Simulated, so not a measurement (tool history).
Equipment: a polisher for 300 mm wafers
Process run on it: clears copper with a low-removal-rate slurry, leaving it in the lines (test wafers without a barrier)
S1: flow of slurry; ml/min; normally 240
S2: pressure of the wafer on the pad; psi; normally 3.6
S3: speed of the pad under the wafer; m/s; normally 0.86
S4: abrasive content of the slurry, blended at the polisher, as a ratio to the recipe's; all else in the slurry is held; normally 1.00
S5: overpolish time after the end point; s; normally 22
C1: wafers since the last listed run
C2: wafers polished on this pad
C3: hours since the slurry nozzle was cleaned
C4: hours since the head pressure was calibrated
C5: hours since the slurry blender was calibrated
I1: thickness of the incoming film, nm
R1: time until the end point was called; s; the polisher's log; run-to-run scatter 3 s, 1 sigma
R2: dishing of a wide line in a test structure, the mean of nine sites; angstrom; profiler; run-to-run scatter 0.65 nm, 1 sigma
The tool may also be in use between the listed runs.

| run | day | S1 | S2 | S3 | S4 | S5 | C1 | C2 | C3 | C4 | C5 | I1 | R1 | R2 |
|---|---|---|---|---|---|---|---|---|---|---|---|---|---|---|
| 1 | 0.000 | 190 | 3.6 | 0.86 | 1.00 | 22 | 0 | 5191 | 413.2 | 1.9 | 469.1 | 488.9 | 179.4 | 381 |
| 2 | 2.975 | 190 | 3.6 | 0.86 | 1.00 | 22 | 489 | 5681 | 484.6 | 73.3 | 540.5 | 499.7 | 179.3 | 387 |
| 3 | 6.958 | 240 | 3.6 | 0.86 | 0.90 | 22 | 655 | 6337 | 580.2 | 168.9 | 636.1 | 490.1 | 175.8 | 387 |
|  | 8.188 | worn pad replaced by a new one |
| 4 | 9.204 | 240 | 3.6 | 0.56 | 1.00 | 22 | 342 | 167 | 634.1 | 222.8 | 690.0 | 493.6 | 235.1 | 310 |
| 5 | 10.779 | 240 | 3.6 | 0.86 | 1.00 | 22 | 259 | 427 | 671.9 | 260.6 | 727.8 | 485.2 | 168.0 | 401 |
|  | 11.579 | slurry blender recalibrated |
|  | 13.179 | slurry nozzle cleaned |
| 6 | 14.704 | 210 | 3.6 | 0.86 | 1.00 | 22 | 625 | 1052 | 36.6 | 354.8 | 75.0 | 487.5 | 157.6 | 435 |
| 7 | 18.817 | 240 | 2.6 | 0.86 | 1.00 | 18 | 677 | 1729 | 135.3 | 453.5 | 173.7 | 494.9 | 202.9 | 280 |
| 8 | 22.529 | 240 | 3.2 | 0.60 | 0.75 | 26 | 611 | 2341 | 224.4 | 542.6 | 262.8 | 490.9 | 243.4 | 346 |
| 9 | 26.788 | 240 | 3.6 | 0.86 | 0.75 | 35 | 701 | 3042 | 326.6 | 644.8 | 365.0 | 490.7 | 167.7 | 570 |
| 10 | 30.042 | 300 | 4.0 | 0.66 | 1.25 | 22 | 535 | 3578 | 404.7 | 722.9 | 443.1 | 495.7 | 159.1 | 416 |
| 11 | 33.350 | 240 | 3.6 | 0.86 | 1.20 | 22 | 544 | 4122 | 484.1 | 802.3 | 522.5 | 491.6 | 148.1 | 438 |
| 12 | 37.254 | 240 | 3.6 | 0.86 | 1.20 | 22 | 642 | 4765 | 577.8 | 896.0 | 616.2 | 497.9 | 156.7 | 431 |
| 13 | 39.888 | 180 | 3.6 | 0.86 | 0.70 | 22 | 433 | 5199 | 641.0 | 959.2 | 679.4 | 496.3 | 181.2 | 375 |
| 14 | 42.900 | 240 | 3.2 | 0.86 | 0.90 | 18 | 496 | 5695 | 713.3 | 1031.5 | 751.7 | 487.7 | 183.9 | 310 |
|  | 44.400 | worn pad replaced by a new one |
| 15 | 44.646 | 240 | 3.6 | 1.14 | 1.00 | 22 | 260 | 40 | 755.2 | 1073.4 | 793.6 | 490.1 | 131.4 | 484 |
|  | 46.183 | head pressure recalibrated |
| 16 | 46.204 | 240 | 3.6 | 1.12 | 0.90 | 22 | 242 | 283 | 792.6 | 0.5 | 831.0 | 497.2 | 147.3 | 439 |
|  | 47.304 | slurry blender recalibrated |
| 17 | 48.300 | 240 | 3.6 | 0.86 | 1.00 | 22 | 331 | 614 | 842.9 | 50.8 | 23.9 | 488.6 | 163.3 | 408 |
| 18 | 50.204 | 200 | 3.1 | 0.86 | 1.00 | 22 | 313 | 928 | 888.6 | 96.5 | 69.6 | 496.9 | 195.3 | 360 |
|  | 51.679 | slurry nozzle cleaned |
| 19 | 59.188 | 240 | 3.6 | 1.14 | 1.00 | 22 | 1472 | 2400 | 180.2 | 312.1 | 285.2 | 488.6 | 125.2 | 482 |
| 20 | 63.308 | 165 | 3.6 | 0.86 | 0.85 | 30 | 678 | 3078 | 279.1 | 411.0 | 384.1 | 503.4 | 183.0 | 486 |
| 21 | 67.154 | 240 | 3.6 | 0.98 | 1.00 | 22 | 633 | 3712 | 371.4 | 503.3 | 476.4 | 495.1 | 144.4 | 466 |
| 22 | 75.142 | 180 | 4.7 | 0.86 | 0.85 | 10 | 1315 | 5027 | 563.1 | 695.0 | 668.1 | 493.7 | 139.6 | 240 |
| 23 | 77.554 | 240 | 3.6 | 0.86 | 1.00 | 22 | 397 | 5424 | 621.0 | 752.9 | 726.0 | 497.7 | 166.9 | 406 |
|  | 78.738 | slurry blender recalibrated |
| 24 | 81.438 | 310 | 3.6 | 0.86 | 1.00 | 17 | 625 | 6050 | 714.2 | 846.1 | 64.8 | 501.6 | 151.0 | 375 |
|  | 81.892 | worn pad replaced by a new one |
| 25 | 85.067 | 240 | 3.2 | 0.60 | 0.75 | 26 | 570 | 522 | 801.3 | 933.2 | 151.9 | 495.2 | 242.1 | 340 |
|  | 85.571 | slurry nozzle cleaned |
| 26 | 87.983 | 195 | 3.6 | 1.12 | 1.00 | 22 | 473 | 995 | 57.9 | 1003.2 | 221.9 | 490.0 | 124.2 | 503 |
| 27 | 91.467 | 310 | 3.6 | 0.86 | 1.00 | 31 | 573 | 1569 | 141.5 | 1086.8 | 305.5 | 491.2 | 152.5 | 561 |

Table of differences, measured result less the result of that run with no hidden state. Run-to-run variation is the same in both. Gauge scatter possibly is not:
Hidden state present: removal rate lost through wear of the pad, %; slurry flow missing at the pad, %; deviation of the head's pressure from its setpoint, %; abrasive missing from the slurry, %.
| run | R1 | R2 |
|---|---|---|
| 1 | +10.3 | -18 |
| 2 | +8.2 | -14 |
| 3 | +6.2 | -11 |
| 4 | +8.0 | -8 |
| 5 | +5.5 | -10 |
| 6 | -8.2 | +18 |
| 7 | -10.3 | +12 |
| 8 | -12.0 | +15 |
| 9 | -7.3 | +20 |
| 10 | -5.5 | +13 |
| 11 | -4.1 | +11 |
| 12 | -2.7 | +8 |
| 13 | -3.2 | +6 |
| 14 | -1.0 | +3 |
| 15 | +0.1 | +2 |
| 16 | +14.0 | -34 |
| 17 | +0.1 | +1 |
| 18 | -1.4 | +2 |
| 19 | -2.7 | +9 |
| 20 | -4.1 | +10 |
| 21 | -2.6 | +8 |
| 22 | -0.7 | +2 |
| 23 | +0.6 | +1 |
| 24 | -12.2 | +25 |
| 25 | -18.0 | +21 |
| 26 | -8.3 | +26 |
| 27 | -8.8 | +25 |
